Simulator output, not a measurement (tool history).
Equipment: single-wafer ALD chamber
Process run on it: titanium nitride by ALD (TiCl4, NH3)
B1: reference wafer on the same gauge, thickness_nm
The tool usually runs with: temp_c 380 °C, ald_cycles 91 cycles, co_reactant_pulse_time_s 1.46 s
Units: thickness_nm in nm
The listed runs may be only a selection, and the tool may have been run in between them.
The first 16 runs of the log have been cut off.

{"run": 17, "day": 18.067, "temp_c": 380, "ald_cycles": 91, "co_reactant_pulse_time_s": 1.46, "B1": 2.185, "thickness_nm": 1.825}
{"run": 18, "day": 19.412, "temp_c": 380, "ald_cycles": 91, "co_reactant_pulse_time_s": 1.46, "B1": 2.181, "thickness_nm": 1.828}
{"day": 19.483, "done": "gauge calibrated"}
{"run": 19, "day": 20.242, "temp_c": 380, "ald_cycles": 91, "co_reactant_pulse_time_s": 1.46, "B1": 2.256, "thickness_nm": 1.885}
{"run": 20, "day": 21.479, "temp_c": 380, "ald_cycles": 91, "co_reactant_pulse_time_s": 1.89, "B1": 2.25, "thickness_nm": 1.914}
{"run": 21, "day": 22.6, "temp_c": 380, "ald_cycles": 73, "co_reactant_pulse_time_s": 1.88, "B1": 2.244, "thickness_nm": 1.534}
{"run": 22, "day": 23.258, "temp_c": 380, "ald_cycles": 108, "co_reactant_pulse_time_s": 1.77, "B1": 2.243, "thickness_nm": 2.257}
{"run": 23, "day": 23.971, "temp_c": 367, "ald_cycles": 74, "co_reactant_pulse_time_s": 0.88, "B1": 2.241, "thickness_nm": 1.426}
{"run": 24, "day": 24.946, "temp_c": 380, "ald_cycles": 91, "co_reactant_pulse_time_s": 1.46, "B1": 2.236, "thickness_nm": 1.871}
{"run": 25, "day": 25.575, "temp_c": 380, "ald_cycles": 91, "co_reactant_pulse_time_s": 1.46, "B1": 2.234, "thickness_nm": 1.872}
{"run": 26, "day": 26.142, "temp_c": 380, "ald_cycles": 91, "co_reactant_pulse_time_s": 1.74, "B1": 2.231, "thickness_nm": 1.898}
{"run": 27, "day": 27.025, "temp_c": 374, "ald_cycles": 79, "co_reactant_pulse_time_s": 0.98, "B1": 2.229, "thickness_nm": 1.553}
{"run": 28, "day": 27.867, "temp_c": 380, "ald_cycles": 97, "co_reactant_pulse_time_s": 1.46, "B1": 2.228, "thickness_nm": 1.987}
{"run": 29, "day": 28.821, "temp_c": 394, "ald_cycles": 75, "co_reactant_pulse_time_s": 1.46, "B1": 2.224, "thickness_nm": 1.572}
{"day": 29.254, "done": "showerhead replaced"}
{"run": 30, "day": 30.767, "temp_c": 380, "ald_cycles": 81, "co_reactant_pulse_time_s": 1.84, "B1": 2.222, "thickness_nm": 1.672}
{"run": 31, "day": 32.233, "temp_c": 374, "ald_cycles": 84, "co_reactant_pulse_time_s": 1.46, "B1": 2.219, "thickness_nm": 1.708}
{"run": 32, "day": 32.967, "temp_c": 380, "ald_cycles": 91, "co_reactant_pulse_time_s": 1.46, "B1": 2.217, "thickness_nm": 1.858}
{"run": 33, "day": 33.888, "temp_c": 390, "ald_cycles": 91, "co_reactant_pulse_time_s": 1.18, "B1": 2.215, "thickness_nm": 1.857}
{"run": 34, "day": 35.333, "temp_c": 368, "ald_cycles": 98, "co_reactant_pulse_time_s": 1.76, "B1": 2.214, "thickness_nm": 1.989}
{"run": 35, "day": 36.167, "temp_c": 372, "ald_cycles": 91, "co_reactant_pulse_time_s": 1.78, "B1": 2.213, "thickness_nm": 1.863}
{"run": 36, "day": 37.629, "temp_c": 380, "ald_cycles": 78, "co_reactant_pulse_time_s": 1.85, "B1": 2.211, "thickness_nm": 1.606}
{"run": 37, "day": 39.083, "temp_c": 380, "ald_cycles": 91, "co_reactant_pulse_time_s": 1.46, "B1": 2.21, "thickness_nm": 1.862}
{"run": 38, "day": 39.888, "temp_c": 386, "ald_cycles": 98, "co_reactant_pulse_time_s": 1.15, "B1": 2.209, "thickness_nm": 1.989}

3 options for the next run, each taken on its own from the tool as it stands now. Forecast them:
{"run": "A", "day": 39.912, "temp_c": 380, "ald_cycles": 74, "co_reactant_pulse_time_s": 1.46, "B1": "?", "thickness_nm": "?"}
{"run": "B", "day": 39.912, "temp_c": 385, "ald_cycles": 81, "co_reactant_pulse_time_s": 1.73, "B1": "?", "thickness_nm": "?"}
{"run": "C", "day": 39.912, "temp_c": 368, "ald_cycles": 84, "co_reactant_pulse_time_s": 1.97, "B1": "?", "thickness_nm": "?"}

run=A B1=2.209 thickness_nm=1.504
run=B B1=2.209 thickness_nm=1.672
run=C B1=2.209 thickness_nm=1.710
What these runs would have given with no unlogged condition in the tool:
run=A thickness_nm=1.532
run=B thickness_nm=1.703
run=C thickness_nm=1.742
